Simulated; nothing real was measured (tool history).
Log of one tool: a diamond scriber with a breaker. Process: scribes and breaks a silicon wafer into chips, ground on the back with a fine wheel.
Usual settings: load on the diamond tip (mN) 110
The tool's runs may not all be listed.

| run | hour | load on the diamond tip (mN) | wafers since the last listed run | hours since the diamond tip was replaced | hours since the load on the tip was calibrated | incoming depth of the damage left on the back of the incoming wafer, um | depth of the median crack under the scribed line (µm) | chips rejected at inspection after the break (%) |
|---|---|---|---|---|---|---|---|---|
| 1 | 0.0 | 118 | 0 | 123.0 | 476.5 | 1.58 | 7.59 | 3.45 |
| 2 | 14.7 | 118 | 34 | 137.7 | 491.2 | 2.17 | 7.32 | 5.25 |
| 3 | 27.0 | 118 | 28 | 150.0 | 503.5 | 2.15 | 7.51 | 5.04 |
| 4 | 40.8 | 110 | 32 | 163.8 | 517.3 | 2.19 | 7.01 | 6.40 |
| 5 | 57.1 | 110 | 37 | 180.1 | 533.6 | 2.35 | 6.88 | 7.52 |
| 6 | 73.9 | 110 | 39 | 196.9 | 550.4 | 2.83 | 6.98 | 10.32 |
| 7 | 90.5 | 110 | 38 | 213.5 | 567.0 | 2.08 | 6.73 | 6.17 |
| 8 | 105.0 | 110 | 33 | 228.0 | 581.5 | 2.89 | 6.98 | 10.61 |
| 9 | 120.0 | 110 | 34 | 243.0 | 596.5 | 2.53 | 6.74 | 8.84 |
| 10 | 131.4 | 110 | 26 | 254.4 | 607.9 | 2.11 | 6.76 | 7.26 |
| 11 | 143.1 | 110 | 27 | 266.1 | 619.6 | 1.63 | 6.87 | 5.14 |
| 12 | 150.6 | 84 | 17 | 273.6 | 627.1 | 2.42 | 5.84 | 16.78 |
| 13 | 165.3 | 84 | 34 | 288.3 | 641.8 | 2.22 | 5.88 | 14.02 |
| 14 | 175.1 | 100 | 22 | 298.1 | 651.6 | 2.91 | 6.53 | 14.40 |
|  | 182.8 | diamond tip replaced by a new one |
| 15 | 186.6 | 100 | 22 | 3.8 | 663.1 | 2.38 | 7.60 | 5.42 |
| 16 | 192.9 | 110 | 14 | 10.1 | 669.4 | 2.29 | 7.84 | 4.45 |
| 17 | 200.4 | 110 | 17 | 17.6 | 676.9 | 2.09 | 7.71 | 3.86 |
| 18 | 217.9 | 110 | 40 | 35.1 | 694.4 | 2.79 | 7.76 | 7.24 |
| 19 | 227.0 | 80 | 21 | 44.2 | 703.5 | 1.73 | 6.39 | 8.15 |
| 20 | 240.9 | 110 | 32 | 58.1 | 717.4 | 2.35 | 7.25 | 5.26 |
| 21 | 248.5 | 96 | 17 | 65.7 | 725.0 | 2.81 | 7.04 | 10.67 |
| 22 | 255.7 | 96 | 16 | 72.9 | 732.2 | 2.73 | 6.79 | 9.76 |
| 23 | 266.2 | 98 | 24 | 83.4 | 742.7 | 1.70 | 6.91 | 5.28 |
| 24 | 272.7 | 82 | 15 | 89.9 | 749.2 | 2.47 | 6.14 | 13.81 |
| 25 | 290.2 | 125 | 40 | 107.4 | 766.7 | 2.57 | 7.70 | 5.64 |
| 26 | 297.8 | 97 | 17 | 115.0 | 774.3 | 2.55 | 6.55 | 9.79 |
| 27 | 313.6 | 93 | 36 | 130.8 | 790.1 | 2.12 | 6.66 | 8.74 |
| 28 | 324.4 | 137 | 25 | 141.6 | 800.9 | 2.08 | 8.11 | 3.59 |
| 29 | 341.0 | 96 | 38 | 158.2 | 817.5 | 1.84 | 6.81 | 7.32 |
|  | 359.7 | load on the tip recalibrated |
| 30 | 380.9 | 86 | 88 | 198.1 | 21.2 | 1.56 | 6.04 | 9.74 |
| 31 | 389.5 | 110 | 20 | 206.7 | 29.8 | 2.35 | 7.05 | 7.74 |
| 32 | 406.5 | 99 | 39 | 223.7 | 46.8 | 1.58 | 6.66 | 6.60 |
| 33 | 414.0 | 132 | 17 | 231.2 | 54.3 | 1.93 | 7.70 | 3.87 |
| 34 | 420.9 | 128 | 16 | 238.1 | 61.2 | 2.37 | 7.54 | 5.58 |
| 35 | 433.4 | 127 | 29 | 250.6 | 73.7 | 2.47 | 7.65 | 5.36 |
| 36 | 441.1 | 81 | 17 | 258.3 | 81.4 | 2.13 | 5.78 | 13.20 |
|  | 453.7 | diamond tip replaced by a new one |
| 37 | 478.3 | 126 | 82 | 24.6 | 118.6 | 2.68 | 8.37 | 5.63 |

Measured less the same run without the tool's hidden state. The same run-to-run variation is in both; the gauge's scatter may not be:
The hidden state here: share of the diamond tip's cutting effectiveness lost through wear, %; deviation of the load on the tip from its setpoint, %.
| run | depth of the median crack under the scribed line (µm) | chips rejected at inspection after the break (%) |
|---|---|---|
| 1 | -0.83 | +0.67 |
| 2 | -0.85 | +1.25 |
| 3 | -0.91 | +1.28 |
| 4 | -0.88 | +2.47 |
| 5 | -0.90 | +2.92 |
| 6 | -0.94 | +3.82 |
| 7 | -0.93 | +2.66 |
| 8 | -0.98 | +4.07 |
| 9 | -0.97 | +3.65 |
| 10 | -0.99 | +3.26 |
| 11 | -1.01 | +2.54 |
| 12 | -0.87 | +8.32 |
| 13 | -0.88 | +7.28 |
| 14 | -0.99 | +6.44 |
| 15 | -0.08 | +0.21 |
| 16 | -0.13 | +0.16 |
| 17 | -0.19 | +0.21 |
| 18 | -0.32 | +0.78 |
| 19 | -0.31 | +2.12 |
| 20 | -0.44 | +0.88 |
| 21 | -0.47 | +2.58 |
| 22 | -0.49 | +2.58 |
| 23 | -0.54 | +1.93 |
| 24 | -0.50 | +4.51 |
| 25 | -0.71 | +0.42 |
| 26 | -0.63 | +3.42 |
| 27 | -0.68 | +3.68 |
| 28 | -0.88 | -1.00 |
| 29 | -0.78 | +3.47 |
| 30 | -0.76 | +5.15 |
| 31 | -0.89 | +2.91 |
| 32 | -0.87 | +3.55 |
| 33 | -1.01 | -0.48 |
| 34 | -1.00 | +0.55 |
| 35 | -1.02 | +0.76 |
| 36 | -0.79 | +6.47 |
| 37 | -0.26 | -0.07 |
